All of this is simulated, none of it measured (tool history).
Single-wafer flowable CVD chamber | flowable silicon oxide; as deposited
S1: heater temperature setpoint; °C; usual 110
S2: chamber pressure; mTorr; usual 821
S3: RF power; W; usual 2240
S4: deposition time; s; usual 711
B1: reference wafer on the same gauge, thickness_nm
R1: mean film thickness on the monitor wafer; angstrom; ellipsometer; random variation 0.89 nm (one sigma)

run,hour,S1,S2,S3,S4,B1,R1
1,0.0,122,821,2240,764,372.786,2268.39
2,12.2,122,821,2240,764,372.653,2278.16
3,44.7,110,821,2240,711,373.186,3067.23
4,129.7,110,821,2240,711,372.921,3048.20
5,159.8,110,821,2240,711,373.090,3031.15
6,245.1,110,821,2240,711,372.880,3016.16
7,264.4,110,821,2240,774,372.774,3273.75
# hour 265.1: gauge calibrated
8,289.7,110,821,2240,774,373.188,3267.82
9,320.5,110,821,2240,774,373.306,3266.10
# hour 339.6: RF generator calibrated
10,342.5,110,821,2240,768,373.041,3243.49
# hour 368.4: thermocouple changed; heater temperature recalibrated
11,373.1,110,821,2240,768,372.779,3400.69
# hour 392.9: showerhead replaced
12,393.6,110,821,2240,711,373.128,3135.52
13,419.7,110,821,2370,790,372.917,3468.66
# hour 448.8: capacitance manometer re-zeroed and calibrated
14,455.2,121,752,1920,605,372.986,1785.36
15,470.8,110,622,2115,711,372.833,2510.48
16,501.2,110,821,2240,711,372.751,3301.44
17,520.4,116,821,2240,711,372.753,2711.77
18,539.8,110,821,2240,711,373.100,3318.82
19,556.1,116,671,2105,711,373.218,2206.07
20,568.9,106,985,2555,600,373.080,3859.40
21,602.4,110,929,2240,816,373.052,4253.53
22,626.2,95,641,1935,711,373.174,4284.14

Forecast each of these 4 alternatives for the next run:
A,626.8,96,821,2240,711,?,?
B,626.8,118,680,2395,848,?,?
C,626.8,102,955,2540,831,?,?
D,626.8,110,685,1920,775,?,?

run,B1,R1
A,372.945,5395.45
B,372.945,2511.13
C,372.945,5989.32
D,372.945,2945.34
Without the tool's hidden state the same runs would have given:
run,R1
A,5537.75
B,2569.83
C,6153.14
D,3017.97

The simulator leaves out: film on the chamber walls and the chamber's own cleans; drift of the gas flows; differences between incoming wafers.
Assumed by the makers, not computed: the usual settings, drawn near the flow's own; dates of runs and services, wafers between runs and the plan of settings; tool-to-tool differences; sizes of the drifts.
